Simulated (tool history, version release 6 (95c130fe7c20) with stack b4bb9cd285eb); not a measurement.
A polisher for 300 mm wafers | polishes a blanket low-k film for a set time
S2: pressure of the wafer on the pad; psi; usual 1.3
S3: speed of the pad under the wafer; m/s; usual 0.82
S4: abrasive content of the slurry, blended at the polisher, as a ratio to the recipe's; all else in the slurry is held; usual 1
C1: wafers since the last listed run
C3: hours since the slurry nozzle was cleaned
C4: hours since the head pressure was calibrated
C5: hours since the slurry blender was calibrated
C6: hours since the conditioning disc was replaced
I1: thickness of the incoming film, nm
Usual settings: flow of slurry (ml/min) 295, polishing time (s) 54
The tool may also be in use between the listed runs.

{"run": 1, "hour": 0.0, "flow of slurry (ml/min)": 295, "S2": 1.1, "S3": 0.82, "S4": 1, "polishing time (s)": 54, "C1": 0, "wafers polished on this pad": 451, "C3": 719.1, "C4": 711.5, "C5": 150, "C6": 47.1, "I1": 768.4, "film removed (Å)": 103}
{"run": 2, "hour": 20.3, "flow of slurry (ml/min)": 295, "S2": 1.1, "S3": 0.82, "S4": 1, "polishing time (s)": 54, "C1": 158, "wafers polished on this pad": 609, "C3": 739.4, "C4": 731.8, "C5": 170.3, "C6": 67.4, "I1": 767.4, "film removed (Å)": 102}
{"run": 3, "hour": 34.2, "flow of slurry (ml/min)": 295, "S2": 1.1, "S3": 0.82, "S4": 1, "polishing time (s)": 54, "C1": 108, "wafers polished on this pad": 717, "C3": 753.3, "C4": 745.7, "C5": 184.2, "C6": 81.3, "I1": 770.5, "film removed (Å)": 101}
{"hour": 38.7, "done": "slurry blender recalibrated"}
{"hour": 43.7, "done": "worn pad replaced by a new one"}
{"run": 4, "hour": 46.4, "flow of slurry (ml/min)": 295, "S2": 1.3, "S3": 0.82, "S4": 1, "polishing time (s)": 49, "C1": 48, "wafers polished on this pad": 21, "C3": 765.5, "C4": 757.9, "C5": 7.7, "C6": 93.5, "I1": 757.9, "film removed (Å)": 107}
{"hour": 53.9, "done": "head pressure recalibrated"}
{"run": 5, "hour": 54.4, "flow of slurry (ml/min)": 295, "S2": 1.3, "S3": 0.82, "S4": 1, "polishing time (s)": 49, "C1": 46, "wafers polished on this pad": 68, "C3": 773.5, "C4": 0.5, "C5": 15.7, "C6": 101.5, "I1": 758.7, "film removed (Å)": 106}
{"hour": 59.9, "done": "slurry nozzle cleaned"}
{"run": 6, "hour": 63.0, "flow of slurry (ml/min)": 295, "S2": 1.3, "S3": 0.82, "S4": 1, "polishing time (s)": 49, "C1": 59, "wafers polished on this pad": 127, "C3": 3.1, "C4": 9.1, "C5": 24.3, "C6": 110.1, "I1": 749.4, "film removed (Å)": 116}
{"run": 7, "hour": 76.9, "flow of slurry (ml/min)": 295, "S2": 1.3, "S3": 0.82, "S4": 1, "polishing time (s)": 54, "C1": 108, "wafers polished on this pad": 235, "C3": 17, "C4": 23, "C5": 38.2, "C6": 124, "I1": 762.1, "film removed (Å)": 127}
{"run": 8, "hour": 88.5, "flow of slurry (ml/min)": 295, "S2": 1.3, "S3": 0.82, "S4": 1, "polishing time (s)": 54, "C1": 90, "wafers polished on this pad": 325, "C3": 28.6, "C4": 34.6, "C5": 49.8, "C6": 135.6, "I1": 747.9, "film removed (Å)": 126}
{"run": 9, "hour": 106.4, "flow of slurry (ml/min)": 295, "S2": 1.3, "S3": 0.6, "S4": 1.1, "polishing time (s)": 54, "C1": 139, "wafers polished on this pad": 465, "C3": 46.5, "C4": 52.5, "C5": 67.7, "C6": 153.5, "I1": 765.5, "film removed (Å)": 102}
{"run": 10, "hour": 115.8, "flow of slurry (ml/min)": 295, "S2": 1.3, "S3": 0.82, "S4": 1, "polishing time (s)": 54, "C1": 73, "wafers polished on this pad": 538, "C3": 55.9, "C4": 61.9, "C5": 77.1, "C6": 162.9, "I1": 774.8, "film removed (Å)": 128}
{"run": 11, "hour": 129.2, "flow of slurry (ml/min)": 295, "S2": 1.3, "S3": 0.82, "S4": 1, "polishing time (s)": 54, "C1": 104, "wafers polished on this pad": 643, "C3": 69.3, "C4": 75.3, "C5": 90.5, "C6": 176.3, "I1": 762.7, "film removed (Å)": 128}
{"hour": 139.0, "done": "worn pad replaced by a new one"}
{"run": 12, "hour": 139.5, "flow of slurry (ml/min)": 370, "S2": 1.3, "S3": 0.82, "S4": 0.8, "polishing time (s)": 54, "C1": 49, "wafers polished on this pad": 3, "C3": 79.6, "C4": 85.6, "C5": 100.8, "C6": 186.6, "I1": 755.6, "film removed (Å)": 119}
{"run": 13, "hour": 147.1, "flow of slurry (ml/min)": 295, "S2": 1.3, "S3": 0.82, "S4": 1, "polishing time (s)": 54, "C1": 59, "wafers polished on this pad": 62, "C3": 87.2, "C4": 93.2, "C5": 108.4, "C6": 194.2, "I1": 757.6, "film removed (Å)": 129}
{"run": 14, "hour": 161.2, "flow of slurry (ml/min)": 295, "S2": 0.8, "S3": 0.82, "S4": 1, "polishing time (s)": 54, "C1": 109, "wafers polished on this pad": 172, "C3": 101.3, "C4": 107.3, "C5": 122.5, "C6": 208.3, "I1": 759.5, "film removed (Å)": 86}
{"run": 15, "hour": 171.6, "flow of slurry (ml/min)": 295, "S2": 1.3, "S3": 0.82, "S4": 1, "polishing time (s)": 36, "C1": 81, "wafers polished on this pad": 253, "C3": 111.7, "C4": 117.7, "C5": 132.9, "C6": 218.7, "I1": 769.5, "film removed (Å)": 85}
{"run": 16, "hour": 189.1, "flow of slurry (ml/min)": 335, "S2": 1.7, "S3": 0.64, "S4": 0.9, "polishing time (s)": 54, "C1": 136, "wafers polished on this pad": 390, "C3": 129.2, "C4": 135.2, "C5": 150.4, "C6": 236.2, "I1": 768.1, "film removed (Å)": 128}
{"run": 17, "hour": 196.9, "flow of slurry (ml/min)": 295, "S2": 1.3, "S3": 0.82, "S4": 1, "polishing time (s)": 54, "C1": 60, "wafers polished on this pad": 450, "C3": 137, "C4": 143, "C5": 158.2, "C6": 244, "I1": 769.8, "film removed (Å)": 128}
{"hour": 200.0, "done": "conditioning disc replaced and pad reconditioned"}
{"run": 18, "hour": 212.7, "flow of slurry (ml/min)": 295, "S2": 1.6, "S3": 0.92, "S4": 0.8, "polishing time (s)": 48, "C1": 107, "wafers polished on this pad": 558, "C3": 152.8, "C4": 158.8, "C5": 174, "C6": 12.7, "I1": 762.1, "film removed (Å)": 137}
{"hour": 217.3, "done": "slurry blender recalibrated"}
{"hour": 228.0, "done": "worn pad replaced by a new one"}
{"run": 19, "hour": 229.6, "flow of slurry (ml/min)": 375, "S2": 1.3, "S3": 0.82, "S4": 1, "polishing time (s)": 54, "C1": 84, "wafers polished on this pad": 12, "C3": 169.7, "C4": 175.7, "C5": 12.3, "C6": 29.6, "I1": 757.8, "film removed (Å)": 131}
{"run": 20, "hour": 245.9, "flow of slurry (ml/min)": 295, "S2": 1.3, "S3": 0.82, "S4": 1, "polishing time (s)": 54, "C1": 127, "wafers polished on this pad": 139, "C3": 186, "C4": 192, "C5": 28.6, "C6": 45.9, "I1": 758.4, "film removed (Å)": 128}
{"run": 21, "hour": 255.1, "flow of slurry (ml/min)": 230, "S2": 1.6, "S3": 0.54, "S4": 1.2, "polishing time (s)": 54, "C1": 71, "wafers polished on this pad": 211, "C3": 195.2, "C4": 201.2, "C5": 37.8, "C6": 55.1, "I1": 763.4, "film removed (Å)": 113}
{"run": 22, "hour": 272.3, "flow of slurry (ml/min)": 340, "S2": 0.9, "S3": 0.82, "S4": 1, "polishing time (s)": 54, "C1": 134, "wafers polished on this pad": 345, "C3": 212.4, "C4": 218.4, "C5": 55, "C6": 72.3, "I1": 774.7, "film removed (Å)": 97}
{"run": 23, "hour": 282.5, "flow of slurry (ml/min)": 295, "S2": 1.3, "S3": 0.82, "S4": 1.15, "polishing time (s)": 54, "C1": 79, "wafers polished on this pad": 424, "C3": 222.6, "C4": 228.6, "C5": 65.2, "C6": 82.5, "I1": 767.1, "film removed (Å)": 133}
{"run": 24, "hour": 299.3, "flow of slurry (ml/min)": 295, "S2": 1.3, "S3": 0.82, "S4": 1, "polishing time (s)": 48, "C1": 130, "wafers polished on this pad": 555, "C3": 239.4, "C4": 245.4, "C5": 82, "C6": 99.3, "I1": 755.6, "film removed (Å)": 112}
{"run": 25, "hour": 308.5, "flow of slurry (ml/min)": 295, "S2": 0.9, "S3": 0.82, "S4": 0.8, "polishing time (s)": 54, "C1": 71, "wafers polished on this pad": 627, "C3": 248.6, "C4": 254.6, "C5": 91.2, "C6": 108.5, "I1": 758.6, "film removed (Å)": 86}

Forecast run 26:
{"run": 26, "hour": 320.7, "flow of slurry (ml/min)": 295, "S2": 1.3, "S3": 0.6, "S4": 1, "polishing time (s)": 54, "C1": 95, "wafers polished on this pad": 722, "C3": 260.8, "C4": 266.8, "C5": 103.4, "C6": 120.7, "I1": 771.3, "film removed (Å)": "?"}

Run 26 gave film removed (Å) 100.
Without the tool's hidden state the same run would have given film removed (Å) 100.
